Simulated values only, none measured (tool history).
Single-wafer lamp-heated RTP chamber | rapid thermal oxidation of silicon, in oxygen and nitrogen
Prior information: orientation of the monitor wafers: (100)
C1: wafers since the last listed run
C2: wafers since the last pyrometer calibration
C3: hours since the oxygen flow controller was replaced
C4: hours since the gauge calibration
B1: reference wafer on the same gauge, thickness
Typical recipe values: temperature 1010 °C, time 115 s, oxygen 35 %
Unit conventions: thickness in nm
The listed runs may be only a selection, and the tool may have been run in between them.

run 1 hour=0.0 | temperature=998 time=115 oxygen=35 | C1=0 C2=1193 C3=2820.5 C4=566.0 | B1=6.101 | thickness=5.539
run 2 hour=48.8 | temperature=1010 time=115 oxygen=35 | C1=445 C2=1638 C3=2869.3 C4=614.8 | B1=6.095 | thickness=6.007
run 3 hour=93.6 | temperature=1001 time=115 oxygen=35 | C1=408 C2=2046 C3=2914.1 C4=659.6 | B1=6.094 | thickness=5.617
run 4 hour=164.8 | temperature=1001 time=115 oxygen=35 | C1=649 C2=2696 C3=2985.3 C4=730.8 | B1=6.094 | thickness=5.660
run 5 hour=204.2 | temperature=1010 time=71 oxygen=35 | C1=359 C2=3055 C3=3024.7 C4=770.2 | B1=6.089 | thickness=4.888
run 6 hour=251.6 | temperature=1010 time=115 oxygen=35 | C1=432 C2=3487 C3=3072.1 C4=817.6 | B1=6.085 | thickness=5.999
run 7 hour=320.3 | temperature=1010 time=115 oxygen=35 | C1=626 C2=4114 C3=3140.8 C4=886.3 | B1=6.079 | thickness=5.987
run 8 hour=386.3 | temperature=1010 time=115 oxygen=35 | C1=601 C2=4716 C3=3206.8 C4=952.3 | B1=6.072 | thickness=5.944
run 9 hour=452.5 | temperature=1010 time=115 oxygen=35 | C1=603 C2=5320 C3=3273.0 C4=1018.5 | B1=6.068 | thickness=5.974
run 10 hour=484.5 | temperature=1010 time=115 oxygen=35 | C1=291 C2=5612 C3=3305.0 C4=1050.5 | B1=6.060 | thickness=5.959
run 11 hour=513.6 | temperature=1010 time=115 oxygen=35 | C1=265 C2=5877 C3=3334.1 C4=1079.6 | B1=6.056 | thickness=5.987
run 12 hour=557.5 | temperature=1010 time=115 oxygen=35 | C1=400 C2=6278 C3=3378.0 C4=1123.5 | B1=6.056 | thickness=5.961
run 13 hour=607.3 | temperature=1010 time=162 oxygen=48 | C1=454 C2=6732 C3=3427.8 C4=1173.3 | B1=6.046 | thickness=7.705
run 14 hour=664.7 | temperature=1031 time=115 oxygen=62 | C1=523 C2=7255 C3=3485.2 C4=1230.7 | B1=6.040 | thickness=8.481
run 15 hour=695.0 | temperature=1010 time=115 oxygen=35 | C1=276 C2=7532 C3=3515.5 C4=1261.0 | B1=6.027 | thickness=5.931
run 16 hour=721.3 | temperature=1027 time=81 oxygen=63 | C1=239 C2=7772 C3=3541.8 C4=1287.3 | B1=6.035 | thickness=7.024
run 17 hour=766.2 | temperature=1010 time=115 oxygen=59 | C1=409 C2=8181 C3=3586.7 C4=1332.2 | B1=6.024 | thickness=7.106
run 18 hour=813.1 | temperature=1020 time=98 oxygen=56 | C1=427 C2=8609 C3=3633.6 C4=1379.1 | B1=6.020 | thickness=6.981
-- hour=833.6 gauge calibrated
run 19 hour=848.3 | temperature=996 time=60 oxygen=51 | C1=321 C2=8930 C3=3668.8 C4=14.7 | B1=6.136 | thickness=4.712
run 20 hour=876.2 | temperature=1031 time=160 oxygen=21 | C1=254 C2=9185 C3=3696.7 C4=42.6 | B1=6.135 | thickness=6.785
-- hour=893.7 oxygen flow controller replaced
-- hour=909.9 pyrometer window cleaned and pyrometer calibrated
run 21 hour=1091.2 | temperature=1010 time=115 oxygen=35 | C1=1815 C2=1653 C3=197.5 C4=257.6 | B1=6.127 | thickness=6.007
run 22 hour=1146.3 | temperature=1039 time=88 oxygen=27 | C1=502 C2=2155 C3=252.6 C4=312.7 | B1=6.128 | thickness=6.002
run 23 hour=1178.2 | temperature=1010 time=115 oxygen=35 | C1=290 C2=2446 C3=284.5 C4=344.6 | B1=6.126 | thickness=5.997
run 24 hour=1224.8 | temperature=1010 time=115 oxygen=17 | C1=425 C2=2871 C3=331.1 C4=391.2 | B1=6.127 | thickness=4.758
run 25 hour=1369.6 | temperature=981 time=115 oxygen=17 | C1=1320 C2=4192 C3=475.9 C4=536.0 | B1=6.118 | thickness=3.952

For each entry between runs, how does the tool's hidden state at the last listed run before it compare with that at the first listed run after it?
Between runs 18 and 19: gauge calibrated (hour 833.6)
  gauge reads high (%): -1.69 -> 0.209
  measured result minus the result with no hidden state, thickness: -0.121 -> +0.010 nm
Between runs 20 and 21: oxygen flow controller replaced (hour 893.7); pyrometer window cleaned and pyrometer calibrated (hour 909.9)
  gauge reads high (%): 0.207 -> 0.15
  measured result minus the result with no hidden state, thickness: +0.014 -> +0.009 nm
